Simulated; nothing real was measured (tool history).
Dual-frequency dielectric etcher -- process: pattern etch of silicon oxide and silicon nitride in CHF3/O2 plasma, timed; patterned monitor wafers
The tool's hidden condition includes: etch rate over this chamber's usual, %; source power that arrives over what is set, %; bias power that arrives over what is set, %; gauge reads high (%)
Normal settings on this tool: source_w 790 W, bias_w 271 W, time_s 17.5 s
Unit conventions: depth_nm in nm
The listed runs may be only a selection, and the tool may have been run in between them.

run,hour,source_w,bias_w,time_s,wafers since the last listed run,hours since the last wet clean,hours since the last source power generator calibration,hours since the last bias power generator calibration,hours since the last upper electrode change,hours since the gauge calibration,"read-back reference wafer on the same gauge, depth_nm",depth_nm
1,0,790,271,17.5,0,567.4,3370.3,3349.9,1852.7,2092.2,36.97,35.03
2,51.3,790,271,19,682,618.7,3421.6,3401.2,1904,2143.5,37.02,38.22
# hour 89.6: wet clean of the chamber
3,137.1,790,271,14,821,47.5,3507.4,3487,1989.8,2229.3,37.02,28.04
4,205.6,790,271,14,910,116,3575.9,3555.5,2058.3,2297.8,37,28.09
5,242.6,790,271,14,492,153,3612.9,3592.5,2095.3,2334.8,37.03,28.1
6,323,790,271,15,1069,233.4,3693.3,3672.9,2175.7,2415.2,36.97,30.16
# hour 393: gauge calibrated
# hour 521.5: upper electrode replaced
# hour 597.1: bias power generator calibrated
7,644.3,790,271,15,3900,554.7,4014.6,47.2,122.8,251.3,37.01,29.59
# hour 716.6: wet clean of the chamber
8,728.2,790,271,15,796,11.6,4098.5,131.1,206.7,335.2,37.02,29.47
9,820.4,790,271,17.5,1226,103.8,4190.7,223.3,298.9,427.4,36.98,34.68
10,913.8,790,271,17.5,1242,197.2,4284.1,316.7,392.3,520.8,37,34.6
11,1002,790,271,17.5,1172,285.4,4372.3,404.9,480.5,609,37.01,34.65
12,1056,970,271,17.5,718,339.4,4426.3,458.9,534.5,663,37,37.88
13,1126.9,640,315,14.5,942,410.3,4497.2,529.8,605.4,733.9,37.02,27.52
14,1177.7,790,271,13,675,461.1,4548,580.6,656.2,784.7,37,25.84
# hour 1238.6: wet clean of the chamber
15,1310.6,790,271,17.5,1448,72,4680.9,713.5,789.1,917.6,36.99,34.74
16,1368.5,790,271,17.5,770,129.9,4738.8,771.4,847,975.5,37.01,35.02
# hour 1390.8: source power generator calibrated
17,1408.6,790,271,17.5,480,170,17.8,811.5,887.1,1015.6,37.01,34.37
18,1479.4,790,288,17.5,941,240.8,88.6,882.3,957.9,1086.4,36.99,35.08
19,1581.5,680,308,14.5,1357,342.9,190.7,984.4,1060,1188.5,37.02,27.73
20,1623.3,790,338,15.5,555,384.7,232.5,1026.2,1101.8,1230.3,36.99,32.52
21,1666.7,790,271,15,577,428.1,275.9,1069.6,1145.2,1273.7,37,29.54
22,1741,790,271,17.5,988,502.4,350.2,1143.9,1219.5,1348,36.99,34.29
23,1823.3,880,221,16,1094,584.7,432.5,1226.2,1301.8,1430.3,36.99,31.18
# hour 1893.8: wet clean of the chamber
24,1894.3,790,271,17.5,625,0.5,503.5,1297.2,1372.8,1501.3,37.01,34.52
25,1924.2,880,319,19.5,397,30.4,533.4,1327.1,1402.7,1531.2,37.03,42.48
26,1997.6,790,271,17.5,976,103.8,606.8,1400.5,1476.1,1604.6,37,34.6
27,2095.5,980,271,20.5,1301,201.7,704.7,1498.4,1574,1702.5,36.99,44.44
28,2164.4,790,212,17.5,916,270.6,773.6,1567.3,1642.9,1771.4,37.01,32.42
29,2242.8,880,322,13,1042,349,852,1645.7,1721.3,1849.8,37.01,28.34

Each row is a separate what-if for the run after 29, all from the same tool condition, not one after another. Results?
A,2243.2,790,299,17.5,5,349.4,852.4,1646.1,1721.7,1850.2,?,?
B,2243.2,790,271,20.5,5,349.4,852.4,1646.1,1721.7,1850.2,?,?
C,2243.2,900,294,19.5,5,349.4,852.4,1646.1,1721.7,1850.2,?,?
D,2243.2,740,237,17.5,5,349.4,852.4,1646.1,1721.7,1850.2,?,?

run,"read-back reference wafer on the same gauge, depth_nm",depth_nm
A,36.99,35.84
B,36.99,40.8
C,36.99,42
D,36.99,32.61
Take away the tool's hidden state, keep each run's random variation, and the runs would have read:
run,depth_nm
A,35.11
B,39.98
C,41.15
D,31.96

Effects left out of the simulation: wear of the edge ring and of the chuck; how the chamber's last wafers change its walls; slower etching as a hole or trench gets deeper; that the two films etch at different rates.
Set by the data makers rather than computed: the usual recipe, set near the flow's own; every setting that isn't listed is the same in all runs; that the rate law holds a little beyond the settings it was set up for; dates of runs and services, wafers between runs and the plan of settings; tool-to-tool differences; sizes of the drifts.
